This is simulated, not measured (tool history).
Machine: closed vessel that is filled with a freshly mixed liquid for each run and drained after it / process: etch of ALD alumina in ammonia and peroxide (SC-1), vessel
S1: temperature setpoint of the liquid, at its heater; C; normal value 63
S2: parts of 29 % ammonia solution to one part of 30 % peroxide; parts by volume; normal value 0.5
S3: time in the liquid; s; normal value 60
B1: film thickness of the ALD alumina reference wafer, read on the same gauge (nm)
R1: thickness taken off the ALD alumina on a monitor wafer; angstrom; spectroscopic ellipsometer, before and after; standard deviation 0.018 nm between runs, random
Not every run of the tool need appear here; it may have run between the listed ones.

run     day  S1   S2  S3      B1     R1
  1       0  63  0.5  60  120.02   74.5
  2   1.721  63  0.5  60     120   74.5
  3   3.904  63  0.5  60  120.01   74.4
  4   6.308  63  0.5  60  120.02   74.5
  5   8.925  63  0.5  60  120.02   74.3
  6  10.646  63  0.5  60     120   74.2
  7  12.383  63  0.5  60  119.96   74.3
      19.85  -- new drum of ammonia solution connected
  8  19.871  63  0.5  85  119.99  105.4
  9  23.679  63  0.5  40  120.03   49.4
     24.554  -- ammonia flow meter replaced
     25.212  -- gauge calibrated
 10  26.404  63  0.5  60  119.97   74.8
 11  29.025  63  0.5  60     120   75.2

For run 12, what comes out?
 12  31.55  63  0.5  60   ?   ?

Run 12 gave B1 120.02, R1 75 angstrom.
Minus the tool's unlogged condition, the same run would have read R1 73.8 angstrom.

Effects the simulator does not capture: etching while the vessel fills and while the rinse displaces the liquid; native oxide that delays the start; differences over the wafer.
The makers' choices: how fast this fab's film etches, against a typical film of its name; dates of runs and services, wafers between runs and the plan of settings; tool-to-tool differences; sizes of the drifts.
